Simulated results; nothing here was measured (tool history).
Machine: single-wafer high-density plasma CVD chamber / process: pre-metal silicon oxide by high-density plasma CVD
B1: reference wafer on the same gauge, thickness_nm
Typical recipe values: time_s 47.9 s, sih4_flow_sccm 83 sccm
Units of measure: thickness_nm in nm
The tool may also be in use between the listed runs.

Run 1, hour 0: usual settings but sih4_flow_sccm 74 sccm; B1 449.589. Result: thickness_nm 318.341 nm.
Run 2, hour 23.8: usual settings but sih4_flow_sccm 79 sccm; B1 450.422. Result: thickness_nm 338.993 nm.
Run 3, hour 46.2: usual settings; B1 450.003. Result: thickness_nm 354.083 nm.
Run 4, hour 65.9: usual settings; B1 450.252. Result: thickness_nm 354.579 nm.
Run 5, hour 84.9: usual settings; B1 449.8. Result: thickness_nm 353.904 nm.
Run 6, hour 111.7: usual settings; B1 450.414. Result: thickness_nm 352.592 nm.
Run 7, hour 146.1: usual settings; B1 450.176. Result: thickness_nm 352.994 nm.
Run 8, hour 160.5: usual settings but time_s 44.9 s; B1 449.933. Result: thickness_nm 330.419 nm.
Run 9, hour 186: usual settings but time_s 44.9 s; B1 450.299. Result: thickness_nm 329.884 nm.
Run 10, hour 221.9: usual settings but time_s 44.9 s; B1 449.966. Result: thickness_nm 327.532 nm.
Run 11, hour 258.4: usual settings; B1 449.662. Result: thickness_nm 349.913 nm.
Run 12, hour 274.1: usual settings; B1 450.568. Result: thickness_nm 348.525 nm.
Run 13, hour 293.2: usual settings; B1 450.31. Result: thickness_nm 349.436 nm.
Run 14, hour 329: usual settings; B1 449.894. Result: thickness_nm 348.54 nm.
Run 15, hour 357.3: usual settings; B1 450.109. Result: thickness_nm 347.836 nm.
Run 16, hour 375: usual settings; B1 449.897. Result: thickness_nm 345.895 nm.
Run 17, hour 407.9: usual settings; B1 449.692. Result: thickness_nm 347.013 nm.
At hour 428.7: silane flow controller replaced.
Run 18, hour 442.7: usual settings; B1 450.009. Result: thickness_nm 378.298 nm.
Run 19, hour 462.9: usual settings but time_s 40.8 s, sih4_flow_sccm 96 sccm; B1 450.038. Result: thickness_nm 368.267 nm.
Run 20, hour 485: usual settings but sih4_flow_sccm 71 sccm; B1 449.908. Result: thickness_nm 325.276 nm.
Run 21, hour 505.3: usual settings; B1 450.18. Result: thickness_nm 378.458 nm.
Run 22, hour 529.2: usual settings but time_s 50.4 s, sih4_flow_sccm 90 sccm; B1 450.221. Result: thickness_nm 428.832 nm.
Run 23, hour 542.2: usual settings; B1 450.135. Result: thickness_nm 375.961 nm.
Run 24, hour 555.8: usual settings but time_s 42.4 s, sih4_flow_sccm 69 sccm; B1 450.313. Result: thickness_nm 280.146 nm.
Run 25, hour 574.2: usual settings but sih4_flow_sccm 95 sccm; B1 450.465. Result: thickness_nm 428.666 nm.
At hour 607.1: gauge calibrated.
Run 26, hour 608.6: usual settings but time_s 56.3 s, sih4_flow_sccm 66 sccm; B1 450.27. Result: thickness_nm 356.966 nm.
Run 27, hour 623.6: usual settings but time_s 38.6 s, sih4_flow_sccm 99 sccm; B1 450.197. Result: thickness_nm 359.587 nm.
Run 28, hour 654.9: usual settings but time_s 52.7 s, sih4_flow_sccm 99 sccm; B1 450.054. Result: thickness_nm 489.806 nm.
Run 29, hour 690.7: usual settings; B1 449.875. Result: thickness_nm 377.306 nm.
Run 30, hour 704.6: usual settings; B1 450.075. Result: thickness_nm 376.973 nm.
Run 31, hour 738.4: usual settings but time_s 44.5 s, sih4_flow_sccm 96 sccm; B1 449.57. Result: thickness_nm 402.713 nm.
Run 32, hour 751.4: usual settings but time_s 43.6 s, sih4_flow_sccm 93 sccm; B1 450.241. Result: thickness_nm 384.007 nm.
Run 33, hour 776.7: usual settings but time_s 44.8 s, sih4_flow_sccm 72 sccm; B1 450.043. Result: thickness_nm 307.638 nm.
Run 34, hour 809.7: usual settings but time_s 57 s, sih4_flow_sccm 74 sccm; B1 450.245. Result: thickness_nm 402.671 nm.
Run 35, hour 835.6: usual settings but time_s 56.5 s, sih4_flow_sccm 96 sccm; B1 449.819. Result: thickness_nm 511.09 nm.
Run 36, hour 867.1: usual settings but time_s 44.7 s; B1 450.301. Result: thickness_nm 351.969 nm.
Run 37, hour 885.1: usual settings but sih4_flow_sccm 67 sccm; B1 450.448. Result: thickness_nm 308.105 nm.

Each row is a separate what-if for the run after 37, all from the same tool condition, not one after another. Results?
Run A, hour 885.5: usual settings; B1 ?. Result: thickness_nm ?.
Run B, hour 885.5: usual settings but time_s 54.8 s, sih4_flow_sccm 95 sccm; B1 ?. Result: thickness_nm ?.
Run C, hour 885.5: usual settings but time_s 39.6 s; B1 ?. Result: thickness_nm ?.

run       B1  thickness_nm
  A  450.135        375.87
  B  450.135       489.387
  C  450.135        310.74
The same runs, with their run-to-run variation unchanged, on a tool lacking any hidden condition would have given:
run  thickness_nm
  A       374.794
  B       487.985
  C        309.85
